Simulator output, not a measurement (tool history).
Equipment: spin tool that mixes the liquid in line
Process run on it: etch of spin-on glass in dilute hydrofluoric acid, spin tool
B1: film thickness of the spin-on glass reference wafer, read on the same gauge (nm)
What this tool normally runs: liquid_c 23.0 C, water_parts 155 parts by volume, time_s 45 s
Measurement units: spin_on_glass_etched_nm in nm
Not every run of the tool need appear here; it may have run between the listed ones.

Run 1, hour 0.0: usual settings but water_parts 215 parts by volume, time_s 35 s; B1 69.98. Result: spin_on_glass_etched_nm 8.05 nm.
Run 2, hour 81.5: usual settings; B1 70.00. Result: spin_on_glass_etched_nm 15.47 nm.
Run 3, hour 128.5: usual settings; B1 69.99. Result: spin_on_glass_etched_nm 15.43 nm.
Run 4, hour 164.5: usual settings; B1 70.00. Result: spin_on_glass_etched_nm 15.35 nm.
Run 5, hour 223.6: usual settings; B1 70.02. Result: spin_on_glass_etched_nm 15.44 nm.
Run 6, hour 317.5: usual settings; B1 70.00. Result: spin_on_glass_etched_nm 15.46 nm.
Run 7, hour 400.4: usual settings; B1 70.00. Result: spin_on_glass_etched_nm 15.42 nm.
Run 8, hour 601.5: usual settings but liquid_c 21.5 C; B1 70.00. Result: spin_on_glass_etched_nm 14.63 nm.
At hour 650.5: thermometer replaced.
Run 9, hour 659.0: usual settings but liquid_c 21.5 C; B1 70.01. Result: spin_on_glass_etched_nm 14.31 nm.
Run 10, hour 708.8: usual settings but liquid_c 21.5 C; B1 70.00. Result: spin_on_glass_etched_nm 14.25 nm.
At hour 710.0: hydrofluoric acid flow meter replaced.
At hour 750.0: gauge calibrated.
Run 11, hour 768.2: usual settings but liquid_c 26.0 C, water_parts 135 parts by volume; B1 70.04. Result: spin_on_glass_etched_nm 20.00 nm.
Run 12, hour 806.6: usual settings but liquid_c 21.5 C; B1 70.01. Result: spin_on_glass_etched_nm 14.40 nm.
Run 13, hour 902.6: usual settings but water_parts 125 parts by volume, time_s 35 s; B1 70.00. Result: spin_on_glass_etched_nm 15.23 nm.
Run 14, hour 964.3: usual settings; B1 70.00. Result: spin_on_glass_etched_nm 15.11 nm.
Run 15, hour 1004.9: usual settings but liquid_c 26.0 C; B1 69.98. Result: spin_on_glass_etched_nm 16.97 nm.
Run 16, hour 1072.1: usual settings but time_s 65 s; B1 69.99. Result: spin_on_glass_etched_nm 21.98 nm.
Run 17, hour 1139.8: usual settings; B1 70.01. Result: spin_on_glass_etched_nm 15.14 nm.
Run 18, hour 1181.2: usual settings but liquid_c 25.0 C, water_parts 195 parts by volume; B1 70.00. Result: spin_on_glass_etched_nm 12.47 nm.
Run 19, hour 1267.3: usual settings but liquid_c 26.0 C, water_parts 225 parts by volume; B1 70.02. Result: spin_on_glass_etched_nm 10.94 nm.
Run 20, hour 1356.7: usual settings but liquid_c 26.5 C, water_parts 130 parts by volume, time_s 60 s; B1 70.01. Result: spin_on_glass_etched_nm 28.56 nm.
Run 21, hour 1433.7: usual settings but liquid_c 21.5 C, time_s 55 s; B1 69.98. Result: spin_on_glass_etched_nm 17.52 nm.
Run 22, hour 1496.3: usual settings but liquid_c 26.5 C, time_s 65 s; B1 69.99. Result: spin_on_glass_etched_nm 25.20 nm.
Run 23, hour 1603.3: usual settings; B1 70.00. Result: spin_on_glass_etched_nm 15.38 nm.

The tool's hidden state at each run:
hydrofluoric acid flow below the setpoint (%): 0 in every run
gauge reads high (%): 0 in every run
H1: liquid hotter than its thermometer reads (K)
run      H1
  1   0.468
  2   0.497
  3   0.513
  4   0.526
  5   0.546
  6   0.579
  7   0.608
  8   0.679
  9  0.0163
 10  0.0338
 11  0.0547
 12  0.0682
 13   0.102
 14   0.124
 15   0.138
 16   0.161
 17   0.185
 18     0.2
 19    0.23
 20   0.261
 21   0.288
 22    0.31
 23   0.348
